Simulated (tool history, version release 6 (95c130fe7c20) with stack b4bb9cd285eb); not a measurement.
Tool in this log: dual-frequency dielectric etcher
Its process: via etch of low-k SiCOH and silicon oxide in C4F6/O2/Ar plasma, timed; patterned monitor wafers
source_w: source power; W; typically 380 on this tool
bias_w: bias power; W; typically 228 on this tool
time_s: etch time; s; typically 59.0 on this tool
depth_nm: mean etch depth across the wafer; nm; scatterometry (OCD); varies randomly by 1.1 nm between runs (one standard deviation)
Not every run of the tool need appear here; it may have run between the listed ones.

run	hour	source_w	bias_w	time_s	wafers since the last listed run	hours since the last wet clean	hours since the last source power generator calibration	hours since the last bias power generator calibration	hours since the last upper electrode change	hours since the gauge calibration	read-back reference wafer on the same gauge, depth_nm	depth_nm
1	0.0	380	228	59.0	0	383.9	1606.3	2064.3	3404.6	1620.6	218.7	185.5
# hour 43.4: gauge calibrated
2	53.2	380	228	63.0	717	437.1	1659.5	2117.5	3457.8	9.8	211.9	193.0
# hour 94.1: wet clean of the chamber
3	150.2	380	228	59.0	984	56.1	1756.5	2214.5	3554.8	106.8	213.8	185.1
4	219.1	380	228	59.0	929	125.0	1825.4	2283.4	3623.7	175.7	214.7	184.9
5	307.0	380	228	59.0	1185	212.9	1913.3	2371.3	3711.6	263.6	216.2	183.1
6	374.6	320	228	47.5	912	280.5	1980.9	2438.9	3779.2	331.2	217.1	141.5
7	416.5	300	228	59.0	565	322.4	2022.8	2480.8	3821.1	373.1	216.8	175.0
8	469.6	380	228	59.0	716	375.5	2075.9	2533.9	3874.2	426.2	218.0	187.5
# hour 521.7: wet clean of the chamber
9	526.9	420	228	59.0	449	5.2	2133.2	2591.2	3931.5	483.5	218.8	190.9
10	600.8	420	228	59.0	997	79.1	2207.1	2665.1	4005.4	557.4	219.3	191.6
11	700.7	420	228	59.0	1347	179.0	2307.0	2765.0	4105.3	657.3	219.5	192.4
12	793.0	310	228	59.0	1245	271.3	2399.3	2857.3	4197.6	749.6	220.1	178.9
13	837.2	380	179	68.0	596	315.5	2443.5	2901.5	4241.8	793.8	221.4	207.2
# hour 850.1: bias power generator calibrated
14	907.9	380	228	72.5	899	386.2	2514.2	57.8	4312.5	864.5	220.5	233.1
# hour 977.8: wet clean of the chamber
15	978.3	380	247	72.0	625	0.5	2584.6	128.2	4382.9	934.9	221.7	233.5
# hour 1177.8: upper electrode replaced
16	1236.6	380	183	59.0	3160	258.8	2842.9	386.5	58.8	1193.2	222.7	179.2
17	1337.1	310	196	54.5	1355	359.3	2943.4	487.0	159.3	1293.7	221.8	158.9
# hour 1391.5: wet clean of the chamber
18	1442.9	380	228	63.0	1103	51.4	3049.2	592.8	265.1	1399.5	222.2	205.8
# hour 1465.8: source power generator calibrated
# hour 1482.4: gauge calibrated
19	1525.9	380	186	70.5	1065	134.4	60.1	675.8	348.1	43.5	210.7	205.2
20	1630.6	310	213	46.0	1412	239.1	164.8	780.5	452.8	148.2	212.6	133.7
21	1712.0	350	228	69.5	1098	320.5	246.2	861.9	534.2	229.6	214.7	212.9
22	1811.5	300	228	59.0	1342	420.0	345.7	961.4	633.7	329.1	215.2	172.0
# hour 1873.0: wet clean of the chamber
23	1909.7	380	228	68.5	1001	36.7	443.9	1059.6	731.9	427.3	216.8	212.4

Each row is a separate what-if for the run after 23, all from the same tool condition, not one after another. Results?
A	1910.1	380	228	59.0	5	37.1	444.3	1060.0	732.3	427.7	?	?
B	1910.1	310	264	43.5	5	37.1	444.3	1060.0	732.3	427.7	?	?
C	1910.1	420	251	70.5	5	37.1	444.3	1060.0	732.3	427.7	?	?
D	1910.1	460	228	59.0	5	37.1	444.3	1060.0	732.3	427.7	?	?

run	read-back reference wafer on the same gauge, depth_nm	depth_nm
A	217.2	185.9
B	217.2	134.3
C	217.2	233.6
D	217.2	196.4
Without the tool's hidden state the same runs would have given:
run	depth_nm
A	179.3
B	129.5
C	225.4
D	189.4

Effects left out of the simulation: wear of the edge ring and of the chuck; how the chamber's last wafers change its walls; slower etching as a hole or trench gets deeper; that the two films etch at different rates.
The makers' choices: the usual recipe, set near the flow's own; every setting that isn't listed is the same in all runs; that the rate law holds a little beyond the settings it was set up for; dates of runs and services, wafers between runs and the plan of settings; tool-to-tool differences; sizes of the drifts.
